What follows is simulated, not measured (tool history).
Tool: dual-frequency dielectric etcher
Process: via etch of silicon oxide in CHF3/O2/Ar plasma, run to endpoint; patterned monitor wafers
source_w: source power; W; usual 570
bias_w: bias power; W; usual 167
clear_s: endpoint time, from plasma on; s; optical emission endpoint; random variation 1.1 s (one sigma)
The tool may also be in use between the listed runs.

| run | hour | source_w | bias_w | wafers since the last listed run | hours since the last wet clean | hours since the last source power generator calibration | hours since the last bias power generator calibration | hours since the last upper electrode change | incoming incoming film thickness, nm | clear_s |
|---|---|---|---|---|---|---|---|---|---|---|
| 1 | 0.0 | 570 | 167 | 0 | 504.7 | 5057.6 | 3964.0 | 3740.0 | 630.5 | 294.5 |
| 2 | 11.8 | 570 | 167 | 51 | 516.5 | 5069.4 | 3975.8 | 3751.8 | 632.2 | 295.2 |
| 3 | 21.8 | 570 | 167 | 44 | 526.5 | 5079.4 | 3985.8 | 3761.8 | 634.9 | 296.6 |
| 4 | 33.4 | 600 | 167 | 51 | 538.1 | 5091.0 | 3997.4 | 3773.4 | 637.1 | 294.1 |
| 5 | 45.9 | 600 | 167 | 55 | 550.6 | 5103.5 | 4009.9 | 3785.9 | 634.5 | 291.1 |
| 6 | 54.3 | 460 | 157 | 36 | 559.0 | 5111.9 | 4018.3 | 3794.3 | 634.0 | 316.4 |
| 7 | 66.2 | 460 | 157 | 52 | 570.9 | 5123.8 | 4030.2 | 3806.2 | 639.4 | 320.6 |
|  | 80.5 | source power generator calibrated |
|  | 82.3 | bias power generator calibrated |
| 8 | 82.8 | 570 | 167 | 47 | 587.5 | 2.3 | 0.5 | 3822.8 | 631.5 | 293.0 |
| 9 | 90.2 | 570 | 167 | 32 | 594.9 | 9.7 | 7.9 | 3830.2 | 634.4 | 295.0 |
| 10 | 129.1 | 710 | 200 | 171 | 633.8 | 48.6 | 46.8 | 3869.1 | 639.7 | 267.7 |
|  | 156.1 | wet clean of the chamber |
|  | 162.6 | upper electrode replaced |
| 11 | 163.1 | 660 | 153 | 15 | 7.0 | 82.6 | 80.8 | 0.5 | 638.3 | 303.1 |
| 12 | 163.6 | 620 | 193 | 2 | 7.5 | 83.1 | 81.3 | 1.0 | 638.4 | 289.8 |
| 13 | 170.4 | 690 | 187 | 29 | 14.3 | 89.9 | 88.1 | 7.8 | 639.2 | 285.3 |
| 14 | 179.9 | 570 | 167 | 41 | 23.8 | 99.4 | 97.6 | 17.3 | 633.0 | 306.8 |

Run 15 comes next. What will it give?
| 15 | 186.5 | 690 | 167 | 29 | 30.4 | 106.0 | 104.2 | 23.9 | 641.6 | ? |

{"run 15": {"clear_s": 293.4}}
Without the tool's hidden state the same run would have given clear_s 295.2 s.
